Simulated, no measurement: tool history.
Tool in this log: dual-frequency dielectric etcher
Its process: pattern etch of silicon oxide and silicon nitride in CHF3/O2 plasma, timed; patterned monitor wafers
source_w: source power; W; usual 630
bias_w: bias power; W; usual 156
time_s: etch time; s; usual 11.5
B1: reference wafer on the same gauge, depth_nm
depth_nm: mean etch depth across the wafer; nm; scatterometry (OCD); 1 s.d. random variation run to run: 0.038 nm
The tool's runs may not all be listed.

run 1 hour=0.0 | source_w=630 bias_w=156 time_s=12.0 | B1=15.69 | depth_nm=18.98
-- hour=65.1 wet clean of the chamber
run 2 hour=65.6 | source_w=630 bias_w=156 time_s=12.0 | B1=15.71 | depth_nm=19.27
run 3 hour=118.3 | source_w=630 bias_w=156 time_s=13.0 | B1=15.70 | depth_nm=20.86
run 4 hour=259.9 | source_w=630 bias_w=156 time_s=11.5 | B1=15.69 | depth_nm=18.19
run 5 hour=324.4 | source_w=630 bias_w=156 time_s=11.5 | B1=15.70 | depth_nm=18.14
-- hour=395.9 upper electrode replaced, of another model than before
run 6 hour=396.4 | source_w=630 bias_w=142 time_s=11.5 | B1=15.70 | depth_nm=17.42
run 7 hour=433.4 | source_w=630 bias_w=142 time_s=11.5 | B1=15.70 | depth_nm=17.36
-- hour=491.5 wet clean of the chamber
run 8 hour=492.0 | source_w=630 bias_w=156 time_s=11.5 | B1=15.70 | depth_nm=18.44
run 9 hour=520.6 | source_w=630 bias_w=156 time_s=11.5 | B1=15.69 | depth_nm=18.51
run 10 hour=584.5 | source_w=580 bias_w=177 time_s=9.0 | B1=15.71 | depth_nm=14.80
run 11 hour=610.0 | source_w=630 bias_w=156 time_s=10.0 | B1=15.70 | depth_nm=15.89
run 12 hour=654.2 | source_w=580 bias_w=174 time_s=11.5 | B1=15.71 | depth_nm=18.67
run 13 hour=722.3 | source_w=630 bias_w=194 time_s=9.0 | B1=15.70 | depth_nm=15.50
-- hour=766.4 gauge calibrated
-- hour=782.3 source power generator calibrated
run 14 hour=793.3 | source_w=710 bias_w=156 time_s=11.5 | B1=15.69 | depth_nm=18.64
-- hour=851.5 bias power generator calibrated
run 15 hour=852.0 | source_w=630 bias_w=156 time_s=11.5 | B1=15.70 | depth_nm=18.06
run 16 hour=885.1 | source_w=630 bias_w=156 time_s=11.5 | B1=15.70 | depth_nm=18.09
-- hour=938.6 wet clean of the chamber
run 17 hour=951.4 | source_w=630 bias_w=142 time_s=11.5 | B1=15.70 | depth_nm=17.86
run 18 hour=1005.0 | source_w=680 bias_w=142 time_s=14.0 | B1=15.71 | depth_nm=22.09
run 19 hour=1067.8 | source_w=630 bias_w=179 time_s=10.0 | B1=15.70 | depth_nm=16.79

For some of the steps in depth_nm from one run to the next: how much would appear even if the tool had no hidden state, given the settings, what came in and random variation, and how much remains for the hidden state plus any gauge scatter that the measured result and the result without hidden state don't share?
Unlogged tool condition in this case: etch rate over this chamber's usual, %; source power that arrives over what is set, %; bias power that arrives over what is set, %; gauge reads high (%).
Run 16 -> 17: bias_w 156 -> 142, wet clean of the chamber. depth_nm -0.23 nm: hidden state +0.48, all else -0.71.
Run 18 -> 19: source_w 680 -> 630, bias_w 142 -> 179, time_s 14.0 -> 10.0. depth_nm -5.30 nm: hidden state -0.04, all else -5.26.

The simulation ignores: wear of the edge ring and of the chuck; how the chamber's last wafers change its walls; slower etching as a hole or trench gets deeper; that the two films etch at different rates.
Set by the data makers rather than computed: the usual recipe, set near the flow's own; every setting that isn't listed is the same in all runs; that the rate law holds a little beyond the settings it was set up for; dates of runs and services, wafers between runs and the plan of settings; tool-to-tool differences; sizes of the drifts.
